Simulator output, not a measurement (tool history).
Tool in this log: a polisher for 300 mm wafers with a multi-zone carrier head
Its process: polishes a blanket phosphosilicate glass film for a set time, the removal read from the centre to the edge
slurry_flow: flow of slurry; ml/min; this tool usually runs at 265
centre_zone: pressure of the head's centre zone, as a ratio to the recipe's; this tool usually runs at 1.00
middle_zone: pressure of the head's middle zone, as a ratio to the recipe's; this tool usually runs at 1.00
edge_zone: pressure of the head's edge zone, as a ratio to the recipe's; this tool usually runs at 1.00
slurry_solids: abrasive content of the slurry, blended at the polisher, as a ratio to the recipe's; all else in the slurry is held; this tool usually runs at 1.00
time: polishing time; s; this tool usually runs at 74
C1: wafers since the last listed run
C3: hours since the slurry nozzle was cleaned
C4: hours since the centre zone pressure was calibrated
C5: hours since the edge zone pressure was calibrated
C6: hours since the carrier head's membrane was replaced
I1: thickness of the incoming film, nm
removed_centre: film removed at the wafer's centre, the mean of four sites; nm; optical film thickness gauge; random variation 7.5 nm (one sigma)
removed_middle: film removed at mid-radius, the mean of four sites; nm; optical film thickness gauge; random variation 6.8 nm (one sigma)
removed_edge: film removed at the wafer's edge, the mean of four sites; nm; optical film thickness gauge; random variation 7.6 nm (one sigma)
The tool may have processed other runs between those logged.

{"run": 1, "hour": 0.0, "slurry_flow": 265, "centre_zone": 1.0, "middle_zone": 1.0, "edge_zone": 1.0, "slurry_solids": 1.0, "time": 74, "C1": 0, "wafers polished on this pad": 888, "C3": 11.4, "C4": 83.7, "C5": 1156.3, "C6": 1276.3, "I1": 2433.2, "removed_centre": 746.9, "removed_middle": 732.3, "removed_edge": 745.9}
{"run": 2, "hour": 11.0, "slurry_flow": 210, "centre_zone": 0.9, "middle_zone": 1.0, "edge_zone": 1.1, "slurry_solids": 1.0, "time": 74, "C1": 107, "wafers polished on this pad": 995, "C3": 22.4, "C4": 94.7, "C5": 1167.3, "C6": 1287.3, "I1": 2424.0, "removed_centre": 647.5, "removed_middle": 706.3, "removed_edge": 744.9}
{"run": 3, "hour": 25.1, "slurry_flow": 265, "centre_zone": 1.0, "middle_zone": 1.0, "edge_zone": 1.0, "slurry_solids": 0.9, "time": 74, "C1": 137, "wafers polished on this pad": 1132, "C3": 36.5, "C4": 108.8, "C5": 1181.4, "C6": 1301.4, "I1": 2457.4, "removed_centre": 716.5, "removed_middle": 697.0, "removed_edge": 710.4}
{"run": 4, "hour": 31.7, "slurry_flow": 360, "centre_zone": 1.0, "middle_zone": 1.0, "edge_zone": 1.0, "slurry_solids": 1.0, "time": 61, "C1": 64, "wafers polished on this pad": 1197, "C3": 43.1, "C4": 115.4, "C5": 1188.0, "C6": 1308.0, "I1": 2404.3, "removed_centre": 629.5, "removed_middle": 621.1, "removed_edge": 628.9}
{"hour": 34.5, "done": "edge zone pressure recalibrated"}
{"hour": 44.5, "done": "worn pad replaced by a new one"}
{"run": 5, "hour": 45.0, "slurry_flow": 265, "centre_zone": 1.0, "middle_zone": 0.96, "edge_zone": 1.0, "slurry_solids": 1.0, "time": 74, "C1": 71, "wafers polished on this pad": 4, "C3": 56.4, "C4": 128.7, "C5": 10.5, "C6": 1321.3, "I1": 2402.1, "removed_centre": 800.8, "removed_middle": 776.4, "removed_edge": 819.7}
{"run": 6, "hour": 61.9, "slurry_flow": 240, "centre_zone": 1.0, "middle_zone": 1.0, "edge_zone": 0.95, "slurry_solids": 1.0, "time": 74, "C1": 164, "wafers polished on this pad": 168, "C3": 73.3, "C4": 145.6, "C5": 27.4, "C6": 1338.2, "I1": 2429.2, "removed_centre": 762.2, "removed_middle": 763.1, "removed_edge": 774.2}
{"run": 7, "hour": 71.5, "slurry_flow": 345, "centre_zone": 1.08, "middle_zone": 1.0, "edge_zone": 0.95, "slurry_solids": 1.2, "time": 74, "C1": 93, "wafers polished on this pad": 262, "C3": 82.9, "C4": 155.2, "C5": 37.0, "C6": 1347.8, "I1": 2409.6, "removed_centre": 929.1, "removed_middle": 831.9, "removed_edge": 836.4}
{"run": 8, "hour": 83.2, "slurry_flow": 185, "centre_zone": 1.0, "middle_zone": 1.0, "edge_zone": 1.04, "slurry_solids": 1.0, "time": 74, "C1": 113, "wafers polished on this pad": 376, "C3": 94.6, "C4": 166.9, "C5": 48.7, "C6": 1359.5, "I1": 2448.1, "removed_centre": 702.6, "removed_middle": 717.1, "removed_edge": 752.2}
{"run": 9, "hour": 96.2, "slurry_flow": 265, "centre_zone": 1.0, "middle_zone": 1.0, "edge_zone": 1.0, "slurry_solids": 1.3, "time": 74, "C1": 126, "wafers polished on this pad": 502, "C3": 107.6, "C4": 179.9, "C5": 61.7, "C6": 1372.5, "I1": 2438.3, "removed_centre": 835.2, "removed_middle": 812.4, "removed_edge": 832.4}
{"run": 10, "hour": 102.2, "slurry_flow": 300, "centre_zone": 1.0, "middle_zone": 0.89, "edge_zone": 1.0, "slurry_solids": 1.2, "time": 83, "C1": 58, "wafers polished on this pad": 561, "C3": 113.6, "C4": 185.9, "C5": 67.7, "C6": 1378.5, "I1": 2441.5, "removed_centre": 902.5, "removed_middle": 837.4, "removed_edge": 926.5}
{"run": 11, "hour": 117.0, "slurry_flow": 265, "centre_zone": 1.0, "middle_zone": 1.0, "edge_zone": 1.0, "slurry_solids": 1.0, "time": 74, "C1": 144, "wafers polished on this pad": 705, "C3": 128.4, "C4": 200.7, "C5": 82.5, "C6": 1393.3, "I1": 2393.4, "removed_centre": 733.7, "removed_middle": 733.9, "removed_edge": 737.5}
{"hour": 166.6, "done": "worn pad replaced by a new one"}
{"run": 12, "hour": 169.3, "slurry_flow": 265, "centre_zone": 1.0, "middle_zone": 1.0, "edge_zone": 1.0, "slurry_solids": 1.0, "time": 100, "C1": 470, "wafers polished on this pad": 25, "C3": 180.7, "C4": 253.0, "C5": 134.8, "C6": 1445.6, "I1": 2425.3, "removed_centre": 1090.9, "removed_middle": 1080.5, "removed_edge": 1096.2}
{"hour": 177.5, "done": "carrier head's membrane replaced by a new one"}
{"run": 13, "hour": 181.2, "slurry_flow": 310, "centre_zone": 1.0, "middle_zone": 1.12, "edge_zone": 1.0, "slurry_solids": 1.1, "time": 74, "C1": 67, "wafers polished on this pad": 92, "C3": 192.6, "C4": 264.9, "C5": 146.7, "C6": 3.7, "I1": 2435.0, "removed_centre": 836.2, "removed_middle": 893.3, "removed_edge": 836.8}

Run 14 comes next. What will it give?
{"run": 14, "hour": 189.7, "slurry_flow": 265, "centre_zone": 1.0, "middle_zone": 1.0, "edge_zone": 0.96, "slurry_solids": 1.15, "time": 94, "C1": 82, "wafers polished on this pad": 175, "C3": 201.1, "C4": 273.4, "C5": 155.2, "C6": 12.2, "I1": 2409.0, "removed_centre": "?", "removed_middle": "?", "removed_edge": "?"}

{"run 14": {"removed_centre": 1055.9, "removed_middle": 1037.9, "removed_edge": 1040.6}}
Take away the tool's hidden state, keep the run-to-run variation as it was, and the same run would have given removed_centre 1122.9 nm, removed_middle 1086.4 nm, removed_edge 1089.3 nm.
